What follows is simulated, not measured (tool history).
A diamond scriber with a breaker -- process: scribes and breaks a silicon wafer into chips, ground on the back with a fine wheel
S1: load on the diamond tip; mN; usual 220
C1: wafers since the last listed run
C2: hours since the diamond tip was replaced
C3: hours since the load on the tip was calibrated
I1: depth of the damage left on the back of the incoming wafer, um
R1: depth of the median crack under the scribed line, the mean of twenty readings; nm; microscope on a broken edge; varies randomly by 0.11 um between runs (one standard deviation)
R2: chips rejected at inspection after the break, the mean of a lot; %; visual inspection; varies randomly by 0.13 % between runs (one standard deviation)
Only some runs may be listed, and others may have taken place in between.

run 1 day=0.000 | S1=265 | C1=0 C2=5.0 C3=372.1 | I1=2.63 | R1=9210 R2=4.07
run 2 day=1.317 | S1=265 | C1=40 C2=36.6 C3=403.7 | I1=1.88 | R1=9140 R2=2.87
run 3 day=2.812 | S1=265 | C1=46 C2=72.5 C3=439.6 | I1=2.23 | R1=9540 R2=3.77
run 4 day=3.479 | S1=220 | C1=20 C2=88.5 C3=455.6 | I1=1.99 | R1=8610 R2=1.89
run 5 day=4.921 | S1=220 | C1=44 C2=123.1 C3=490.2 | I1=2.34 | R1=8400 R2=2.59
run 6 day=6.354 | S1=242 | C1=44 C2=157.5 C3=524.6 | I1=2.62 | R1=8730 R2=3.57
run 7 day=7.458 | S1=242 | C1=34 C2=184.0 C3=551.1 | I1=2.54 | R1=8980 R2=3.45
run 8 day=8.246 | S1=242 | C1=24 C2=202.9 C3=570.0 | I1=2.61 | R1=8960 R2=3.47
run 9 day=9.183 | S1=267 | C1=29 C2=225.4 C3=592.5 | I1=2.44 | R1=9290 R2=4.11
run 10 day=9.929 | S1=220 | C1=23 C2=243.3 C3=610.4 | I1=1.61 | R1=8630 R2=1.48
run 11 day=11.367 | S1=220 | C1=44 C2=277.8 C3=644.9 | I1=2.76 | R1=8520 R2=3.74
run 12 day=12.750 | S1=220 | C1=42 C2=311.0 C3=678.1 | I1=2.61 | R1=8580 R2=3.21
run 13 day=14.083 | S1=199 | C1=41 C2=343.0 C3=710.1 | I1=2.10 | R1=8110 R2=2.14
run 14 day=14.858 | S1=220 | C1=24 C2=361.6 C3=728.7 | I1=1.82 | R1=8560 R2=1.72
-- day=15.500 load on the tip recalibrated
-- day=16.354 diamond tip replaced by a new one
run 15 day=16.375 | S1=220 | C1=41 C2=0.5 C3=21.0 | I1=1.62 | R1=8010 R2=1.32
run 16 day=16.846 | S1=220 | C1=14 C2=11.8 C3=32.3 | I1=2.92 | R1=7920 R2=3.93
run 17 day=18.029 | S1=170 | C1=36 C2=40.2 C3=60.7 | I1=2.45 | R1=6980 R2=4.87
run 18 day=18.779 | S1=237 | C1=23 C2=58.2 C3=78.7 | I1=1.94 | R1=8280 R2=1.75
run 19 day=20.012 | S1=206 | C1=38 C2=87.8 C3=108.3 | I1=1.99 | R1=7760 R2=2.10
run 20 day=20.954 | S1=206 | C1=29 C2=110.4 C3=130.9 | I1=1.55 | R1=7850 R2=1.30
run 21 day=22.150 | S1=206 | C1=37 C2=139.1 C3=159.6 | I1=1.90 | R1=7730 R2=1.81
run 22 day=23.521 | S1=195 | C1=42 C2=172.0 C3=192.5 | I1=2.20 | R1=7570 R2=2.78
run 23 day=24.433 | S1=252 | C1=28 C2=193.9 C3=214.4 | I1=2.76 | R1=8920 R2=3.76
run 24 day=25.850 | S1=188 | C1=44 C2=227.9 C3=248.4 | I1=2.63 | R1=7480 R2=4.39
run 25 day=27.217 | S1=244 | C1=42 C2=260.7 C3=281.2 | I1=2.41 | R1=8640 R2=2.88
run 26 day=28.254 | S1=263 | C1=32 C2=285.6 C3=306.1 | I1=2.54 | R1=8960 R2=3.34
run 27 day=29.662 | S1=188 | C1=43 C2=319.4 C3=339.9 | I1=2.58 | R1=7630 R2=3.78
run 28 day=30.608 | S1=284 | C1=29 C2=342.1 C3=362.6 | I1=2.93 | R1=9530 R2=5.44
run 29 day=31.971 | S1=241 | C1=42 C2=374.8 C3=395.3 | I1=2.42 | R1=8700 R2=3.12
-- day=32.258 diamond tip replaced by a new one
run 30 day=33.167 | S1=220 | C1=34 C2=21.8 C3=424.0 | I1=1.79 | R1=8390 R2=1.48
run 31 day=33.808 | S1=178 | C1=19 C2=37.2 C3=439.4 | I1=2.75 | R1=7450 R2=4.53
run 32 day=35.146 | S1=220 | C1=41 C2=69.3 C3=471.5 | I1=2.07 | R1=8440 R2=2.00
run 33 day=36.333 | S1=248 | C1=36 C2=97.8 C3=500.0 | I1=2.73 | R1=8960 R2=3.83
run 34 day=37.229 | S1=171 | C1=27 C2=119.3 C3=521.5 | I1=1.63 | R1=7240 R2=2.27
run 35 day=38.142 | S1=220 | C1=28 C2=141.2 C3=543.4 | I1=1.93 | R1=8110 R2=1.74
run 36 day=39.162 | S1=220 | C1=31 C2=165.7 C3=567.9 | I1=2.26 | R1=8390 R2=2.28
run 37 day=40.517 | S1=220 | C1=42 C2=198.2 C3=600.4 | I1=2.40 | R1=8300 R2=2.55
run 38 day=41.229 | S1=251 | C1=22 C2=215.3 C3=617.5 | I1=2.39 | R1=9100 R2=3.43
run 39 day=42.496 | S1=220 | C1=39 C2=245.7 C3=647.9 | I1=2.18 | R1=8570 R2=2.27
run 40 day=43.675 | S1=169 | C1=36 C2=274.0 C3=676.2 | I1=1.85 | R1=7340 R2=2.08
run 41 day=44.367 | S1=220 | C1=21 C2=290.6 C3=692.8 | I1=1.73 | R1=8560 R2=1.73
-- day=44.842 load on the tip recalibrated
run 42 day=44.954 | S1=203 | C1=15 C2=304.7 C3=2.7 | I1=2.93 | R1=7800 R2=5.04
run 43 day=46.446 | S1=264 | C1=46 C2=340.5 C3=38.5 | I1=2.61 | R1=8890 R2=3.58

Consider 3 possible next runs. They are alternatives, not a sequence: every one starts from the tool as it was left by run 43. What does each give?
run A day=46.475 | S1=220 | C1=0 C2=341.2 C3=39.2 | I1=2.21 | R1=? R2=?
run B day=46.475 | S1=258 | C1=0 C2=341.2 C3=39.2 | I1=2.21 | R1=? R2=?
run C day=46.475 | S1=270 | C1=0 C2=341.2 C3=39.2 | I1=2.21 | R1=? R2=?

run=A R1=8060 R2=2.33
run=B R1=8790 R2=2.87
run=C R1=9020 R2=3.31
Without the tool's hidden state the same runs would have given:
run=A R1=7980 R2=2.37
run=B R1=8700 R2=2.72
run=C R1=8920 R2=3.12
